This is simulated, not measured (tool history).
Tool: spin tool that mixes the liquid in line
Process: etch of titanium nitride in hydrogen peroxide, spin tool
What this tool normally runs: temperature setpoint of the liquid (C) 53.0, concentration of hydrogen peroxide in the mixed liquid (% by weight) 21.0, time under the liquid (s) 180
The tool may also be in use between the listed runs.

run	hour	temperature setpoint of the liquid (C)	concentration of hydrogen peroxide in the mixed liquid (% by weight)	time under the liquid (s)	read-back film thickness of the titanium nitride reference wafer, read on the same gauge (nm)	thickness taken off the titanium nitride on a monitor wafer (Å)
1	0.0	53.0	21.0	180	49.98	222.8
2	15.9	53.0	21.0	180	49.98	221.8
# hour 31.7: thermometer replaced
3	33.8	53.0	21.0	180	50.01	236.2
# hour 37.3: peroxide flow meter replaced
4	46.8	53.0	16.0	180	49.98	226.9
5	60.1	53.0	16.0	180	49.98	223.1
6	66.1	53.0	16.0	180	49.99	222.2
# hour 108.8: gauge calibrated
7	113.1	53.0	17.0	180	49.97	229.5
8	122.6	46.5	24.0	70	49.99	60.1
9	134.4	46.5	21.0	145	50.03	121.8
# hour 142.3: thermometer replaced, repeated, since the last time left the tool worse
10	144.6	47.0	21.0	180	49.98	124.1
11	152.6	57.0	21.0	290	50.03	417.7
# hour 163.7: heated supply line repaired
12	178.5	53.0	21.0	90	50.00	97.3
13	191.0	53.0	21.0	180	50.06	195.8
14	204.3	55.5	24.5	285	50.03	383.4
# hour 208.0: new drum of peroxide connected
15	213.0	59.5	23.5	180	50.02	314.7
16	219.5	53.0	21.0	180	50.00	196.4
17	235.9	47.0	21.0	85	49.98	61.2
18	253.5	53.0	19.0	245	49.98	264.5
19	262.6	53.0	21.0	180	50.01	195.9
20	274.8	53.0	21.0	180	49.98	196.9
21	289.7	53.0	21.0	180	49.94	198.9
22	304.0	53.0	21.0	180	50.02	197.8
23	310.1	62.0	16.5	270	50.01	520.8
24	322.3	53.0	26.0	240	50.01	275.0

5 ways to go on from here, each from the tool as it stands after run 24. What would each give?
A	322.8	53.0	21.0	180	?	?
B	322.8	53.0	23.0	70	?	?
C	322.8	53.0	23.5	180	?	?
D	322.8	61.0	18.0	220	?	?
E	322.8	53.0	18.0	180	?	?

run	read-back film thickness of the titanium nitride reference wafer, read on the same gauge (nm)	thickness taken off the titanium nitride on a monitor wafer (Å)
A	50.05	198.7
B	50.05	78.8
C	50.05	203.6
D	50.05	408.5
E	50.05	192.3
Without the tool's unlogged condition, the same runs would have read:
run	thickness taken off the titanium nitride on a monitor wafer (Å)
A	195.0
B	77.3
C	199.8
D	401.1
E	188.6

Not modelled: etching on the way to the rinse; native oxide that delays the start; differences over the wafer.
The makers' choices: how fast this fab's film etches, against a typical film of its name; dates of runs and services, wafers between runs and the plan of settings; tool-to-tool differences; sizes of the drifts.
